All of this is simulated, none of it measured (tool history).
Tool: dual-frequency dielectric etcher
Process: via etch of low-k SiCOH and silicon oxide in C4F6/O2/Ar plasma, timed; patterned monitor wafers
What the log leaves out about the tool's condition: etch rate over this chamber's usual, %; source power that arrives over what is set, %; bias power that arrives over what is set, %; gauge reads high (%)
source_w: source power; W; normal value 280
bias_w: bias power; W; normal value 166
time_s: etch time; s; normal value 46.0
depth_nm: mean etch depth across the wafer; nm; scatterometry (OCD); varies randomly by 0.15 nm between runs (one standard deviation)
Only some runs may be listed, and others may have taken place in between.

run	hour	source_w	bias_w	time_s	wafers since the last listed run	hours since the last wet clean	hours since the last source power generator calibration	hours since the last bias power generator calibration	hours since the last upper electrode change	hours since the gauge calibration	read-back reference wafer on the same gauge, depth_nm	depth_nm
1	0.0	280	166	46.0	0	0.5	4483.1	4304.4	2283.1	762.1	95.4	99.4
2	16.2	280	166	46.0	237	16.7	4499.3	4320.6	2299.3	778.3	95.4	99.1
3	47.9	280	166	49.5	464	48.4	4531.0	4352.3	2331.0	810.0	95.5	106.6
4	73.9	280	166	46.0	381	74.4	4557.0	4378.3	2357.0	836.0	95.4	98.9
# hour 96.1: gauge calibrated
# hour 97.3: source power generator calibrated
5	163.3	230	166	46.0	1251	163.8	66.0	4467.7	2446.4	67.2	95.4	92.6
6	183.6	230	166	46.0	297	184.1	86.3	4488.0	2466.7	87.5	95.4	92.8
7	203.7	280	175	46.0	294	204.2	106.4	4508.1	2486.8	107.6	95.4	100.7
8	236.2	280	181	46.0	476	236.7	138.9	4540.6	2519.3	140.1	95.4	101.5
# hour 250.5: bias power generator calibrated
9	267.0	260	207	35.0	392	267.5	169.7	16.5	2550.1	170.9	95.4	79.3
10	286.6	310	166	46.0	287	287.1	189.3	36.1	2569.7	190.5	95.4	101.7
11	298.7	280	178	35.5	177	299.2	201.4	48.2	2581.8	202.6	95.4	77.7
# hour 349.1: upper electrode replaced
12	349.6	280	166	46.0	394	350.1	252.3	99.1	0.5	253.5	95.4	98.0
13	350.0	280	166	46.0	5	350.5	252.7	99.5	0.9	253.9	95.4	98.1
14	361.3	260	177	46.0	165	361.8	264.0	110.8	12.2	265.2	95.4	98.1
15	380.1	310	204	52.5	275	380.6	282.8	129.6	31.0	284.0	95.3	124.1
16	404.0	230	191	41.0	350	404.5	306.7	153.5	54.9	307.9	95.4	86.4
# hour 428.7: wet clean of the chamber
17	429.2	280	153	50.0	17	0.5	331.9	178.7	80.1	333.1	95.3	104.4
18	446.2	280	175	46.0	249	17.5	348.9	195.7	97.1	350.1	95.4	100.8
19	464.8	280	166	50.0	272	36.1	367.5	214.3	115.7	368.7	95.5	107.3
20	483.6	330	166	51.0	275	54.9	386.3	233.1	134.5	387.5	95.4	115.6
21	501.3	280	166	46.0	259	72.6	404.0	250.8	152.2	405.2	95.4	98.9
22	519.5	230	166	46.0	266	90.8	422.2	269.0	170.4	423.4	95.4	92.9
23	553.8	340	188	56.0	502	125.1	456.5	303.3	204.7	457.7	95.4	133.6
24	577.3	300	150	40.5	344	148.6	480.0	326.8	228.2	481.2	95.4	85.6
25	602.6	280	153	46.0	370	173.9	505.3	352.1	253.5	506.5	95.4	95.5
26	637.1	280	166	46.0	505	208.4	539.8	386.6	288.0	541.0	95.4	98.3
27	651.9	280	166	46.0	216	223.2	554.6	401.4	302.8	555.8	95.4	98.5
28	679.6	280	194	46.0	405	250.9	582.3	429.1	330.5	583.5	95.4	104.0
29	703.0	240	203	55.0	342	274.3	605.7	452.5	353.9	606.9	95.4	120.5
30	718.7	280	177	46.0	230	290.0	621.4	468.2	369.6	622.6	95.4	100.4

Below are 4 alternative next runs, each starting from the tool's condition after run 30. Predict each:
A	719.1	280	166	46.0	5	290.4	621.8	468.6	370.0	623.0	?	?
B	719.1	340	200	42.0	5	290.4	621.8	468.6	370.0	623.0	?	?
C	719.1	340	146	57.0	5	290.4	621.8	468.6	370.0	623.0	?	?
D	719.1	320	166	46.0	5	290.4	621.8	468.6	370.0	623.0	?	?

run	read-back reference wafer on the same gauge, depth_nm	depth_nm
A	95.4	98.1
B	95.4	102.1
C	95.4	123.6
D	95.4	102.4
With the hidden condition removed and each run's random variation left untouched, the same runs would have given:
run	depth_nm
A	98.9
B	102.9
C	124.7
D	103.3
